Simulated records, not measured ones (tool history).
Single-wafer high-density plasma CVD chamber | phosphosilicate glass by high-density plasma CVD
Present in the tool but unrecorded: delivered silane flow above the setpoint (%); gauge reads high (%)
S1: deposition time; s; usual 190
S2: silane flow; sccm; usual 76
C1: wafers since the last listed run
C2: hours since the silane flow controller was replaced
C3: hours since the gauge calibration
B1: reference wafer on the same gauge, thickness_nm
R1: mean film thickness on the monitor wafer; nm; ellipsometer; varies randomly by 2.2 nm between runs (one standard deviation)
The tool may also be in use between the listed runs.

{"run": 1, "hour": 0.0, "S1": 190, "S2": 84, "C1": 0, "C2": 3931.3, "C3": 318.1, "B1": 1319.426, "R1": 1670.238}
{"run": 2, "hour": 30.3, "S1": 190, "S2": 84, "C1": 231, "C2": 3961.6, "C3": 348.4, "B1": 1320.077, "R1": 1663.706}
{"run": 3, "hour": 59.0, "S1": 190, "S2": 84, "C1": 218, "C2": 3990.3, "C3": 377.1, "B1": 1319.825, "R1": 1669.24}
{"run": 4, "hour": 92.1, "S1": 180, "S2": 76, "C1": 252, "C2": 4023.4, "C3": 410.2, "B1": 1320.189, "R1": 1445.125}
{"run": 5, "hour": 106.3, "S1": 180, "S2": 76, "C1": 108, "C2": 4037.6, "C3": 424.4, "B1": 1319.276, "R1": 1448.091}
{"run": 6, "hour": 128.3, "S1": 190, "S2": 76, "C1": 167, "C2": 4059.6, "C3": 446.4, "B1": 1318.796, "R1": 1529.593}
{"run": 7, "hour": 141.7, "S1": 190, "S2": 76, "C1": 102, "C2": 4073, "C3": 459.8, "B1": 1320.245, "R1": 1526.898}
{"run": 8, "hour": 175.9, "S1": 190, "S2": 76, "C1": 260, "C2": 4107.2, "C3": 494, "B1": 1320.351, "R1": 1524.583}
{"run": 9, "hour": 208.8, "S1": 190, "S2": 76, "C1": 251, "C2": 4140.1, "C3": 526.9, "B1": 1319.165, "R1": 1527.148}
{"hour": 227.2, "done": "gauge calibrated"}
{"run": 10, "hour": 241.2, "S1": 172, "S2": 76, "C1": 247, "C2": 4172.5, "C3": 14, "B1": 1318.874, "R1": 1381.781}
{"run": 11, "hour": 275.8, "S1": 218, "S2": 76, "C1": 264, "C2": 4207.1, "C3": 48.6, "B1": 1319.895, "R1": 1753.858}
{"run": 12, "hour": 307.4, "S1": 218, "S2": 76, "C1": 241, "C2": 4238.7, "C3": 80.2, "B1": 1319.716, "R1": 1754.601}
{"run": 13, "hour": 339.5, "S1": 201, "S2": 87, "C1": 244, "C2": 4270.8, "C3": 112.3, "B1": 1320.27, "R1": 1822.626}
{"run": 14, "hour": 351.8, "S1": 202, "S2": 61, "C1": 93, "C2": 4283.1, "C3": 124.6, "B1": 1320.488, "R1": 1346.638}
{"run": 15, "hour": 371.3, "S1": 202, "S2": 61, "C1": 148, "C2": 4302.6, "C3": 144.1, "B1": 1319.785, "R1": 1346.263}
{"run": 16, "hour": 389.2, "S1": 226, "S2": 76, "C1": 136, "C2": 4320.5, "C3": 162, "B1": 1320.6, "R1": 1821.709}
{"run": 17, "hour": 415.9, "S1": 210, "S2": 68, "C1": 203, "C2": 4347.2, "C3": 188.7, "B1": 1320.181, "R1": 1538.225}
{"run": 18, "hour": 428.1, "S1": 201, "S2": 62, "C1": 93, "C2": 4359.4, "C3": 200.9, "B1": 1319.646, "R1": 1363.465}
{"hour": 448.1, "done": "silane flow controller replaced"}
{"run": 19, "hour": 455.1, "S1": 226, "S2": 88, "C1": 144, "C2": 7, "C3": 227.9, "B1": 1319.774, "R1": 1981.343}
{"run": 20, "hour": 472.7, "S1": 210, "S2": 61, "C1": 134, "C2": 24.6, "C3": 245.5, "B1": 1320.124, "R1": 1337.949}
{"run": 21, "hour": 484.8, "S1": 155, "S2": 81, "C1": 92, "C2": 36.7, "C3": 257.6, "B1": 1320.123, "R1": 1259.598}
{"run": 22, "hour": 503.0, "S1": 226, "S2": 88, "C1": 138, "C2": 54.9, "C3": 275.8, "B1": 1320.11, "R1": 1979.597}
{"run": 23, "hour": 536.5, "S1": 190, "S2": 76, "C1": 255, "C2": 88.4, "C3": 309.3, "B1": 1320.137, "R1": 1466.568}
{"run": 24, "hour": 564.9, "S1": 218, "S2": 67, "C1": 216, "C2": 116.8, "C3": 337.7, "B1": 1319.812, "R1": 1505.602}
{"run": 25, "hour": 587.4, "S1": 167, "S2": 85, "C1": 171, "C2": 139.3, "C3": 360.2, "B1": 1320.148, "R1": 1418.701}

Run-by-run hidden state of the tool:
gauge reads high (%): 0 on each run
H1: delivered silane flow above the setpoint (%)
run=1 H1=4.9
run=2 H1=4.95
run=3 H1=4.99
run=4 H1=5.04
run=5 H1=5.06
run=6 H1=5.09
run=7 H1=5.11
run=8 H1=5.16
run=9 H1=5.2
run=10 H1=5.25
run=11 H1=5.3
run=12 H1=5.34
run=13 H1=5.39
run=14 H1=5.41
run=15 H1=5.44
run=16 H1=5.46
run=17 H1=5.5
run=18 H1=5.52
run=19 H1=0.0447
run=20 H1=0.07
run=21 H1=0.0874
run=22 H1=0.114
run=23 H1=0.162
run=24 H1=0.203
run=25 H1=0.235

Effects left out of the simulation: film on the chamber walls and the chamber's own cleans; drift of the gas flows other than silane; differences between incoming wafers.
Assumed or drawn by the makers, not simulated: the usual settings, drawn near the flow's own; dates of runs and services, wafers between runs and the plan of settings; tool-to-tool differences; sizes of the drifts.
